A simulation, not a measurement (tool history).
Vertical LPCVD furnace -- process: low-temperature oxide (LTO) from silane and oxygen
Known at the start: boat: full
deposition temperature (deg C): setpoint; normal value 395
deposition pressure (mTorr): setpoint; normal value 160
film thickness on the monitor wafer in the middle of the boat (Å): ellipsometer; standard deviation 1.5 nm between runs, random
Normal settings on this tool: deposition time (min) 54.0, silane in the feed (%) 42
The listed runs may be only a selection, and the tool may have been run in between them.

run   hour  deposition temperature (deg C)  deposition pressure (mTorr)  deposition time (min)  silane in the feed (%)  read-back reference wafer on the same gauge, thickness  film thickness on the monitor wafer in the middle of the boat (Å)
  1    0.0                             395                          160                   54.0                      42                                                  332.92                                                             3931.8
       8.9  -- gauge calibrated
  2   22.9                             403                          135                   54.0                      42                                                  333.18                                                             3679.0
  3   43.6                             403                          135                   54.0                      42                                                  333.01                                                             3645.0
  4   62.9                             395                          160                   54.0                      42                                                  332.80                                                             3928.8
  5   72.5                             395                          160                   54.0                      42                                                  333.14                                                             3929.9
  6   93.5                             395                          160                   60.0                      42                                                  332.58                                                             4397.7
  7  104.9                             395                          160                   60.0                      42                                                  332.68                                                             4357.6
  8  128.4                             395                          160                   54.0                      42                                                  333.01                                                             3953.4
  9  150.7                             395                          160                   32.5                      42                                                  333.34                                                             2398.6
 10  161.7                             384                          160                   54.0                      48                                                  333.16                                                             4062.1
 11  174.9                             389                          125                   54.0                      50                                                  332.93                                                             3516.0
 12  198.0                             395                          160                   32.5                      42                                                  333.07                                                             2394.6
 13  220.6                             395                          160                   54.0                      42                                                  332.83                                                             3985.6
 14  238.9                             400                          130                   54.0                      45                                                  333.28                                                             3710.9
 15  258.7                             403                          160                   54.0                      42                                                  332.81                                                             4388.4
     288.9  -- thermocouples replaced and temperature profile calibrated
 16  289.4                             395                          160                   54.0                      42                                                  332.89                                                             3988.8
 17  294.9                             395                          125                   54.0                      47                                                  332.67                                                             3554.5
 18  305.2                             395                          160                   54.0                      42                                                  332.79                                                             3996.2
     342.4  -- silane flow controller replaced
 19  342.9                             395                          160                   54.0                      42                                                  333.14                                                             3964.4
 20  348.4                             395                          160                   54.0                      42                                                  333.15                                                             3993.4
     411.9  -- pressure gauge zeroed
 21  412.4                             395                          160                   66.0                      47                                                  332.87                                                             5245.1
 22  418.0                             395                          175                   59.5                      42                                                  332.93                                                             4573.8
 23  428.6                             406                          180                   45.0                      39                                                  332.87                                                             3674.5
 24  437.1                             395                          160                   54.0                      42                                                  333.14                                                             3803.9
 25  500.5                             402                          125                   59.5                      50                                                  333.01                                                             4181.2
 26  512.8                             386                          160                   46.5                      47                                                  333.16                                                             3332.7
 27  530.7                             402                          160                   54.0                      39                                                  333.26                                                             3771.6
 28  542.1                             404                          140                   64.0                      46                                                  332.83                                                             4764.7
 29  556.1                             403                          160                   54.0                      42                                                  332.73                                                             4153.3
 30  578.6                             395                          160                   32.5                      42                                                  332.93                                                             2296.4
 31  592.9                             395                          160                   54.0                      35                                                  332.84                                                             3007.8
 32  608.0                             395                          160                   54.0                      34                                                  332.87                                                             2884.6

Predict each of these 3 candidate next runs independently; none follows another, all start after run 32:
  A  613.6                             395                          160                   54.0                      39                                                       ?                                                                  ?
  B  613.6                             387                          125                   65.5                      34                                                       ?                                                                  ?
  C  613.6                             388                          120                   71.5                      49                                                       ?                                                                  ?

run  read-back reference wafer on the same gauge, thickness  film thickness on the monitor wafer in the middle of the boat (Å)
  A                                                  332.84                                                             3485.5
  B                                                  332.84                                                             2508.3
  C                                                  332.84                                                             4112.1
The same runs, with their run-to-run variation unchanged, on a tool lacking any hidden condition would have given:
run  film thickness on the monitor wafer in the middle of the boat (Å)
  A                                                             3481.3
  B                                                             2504.4
  C                                                             4105.4
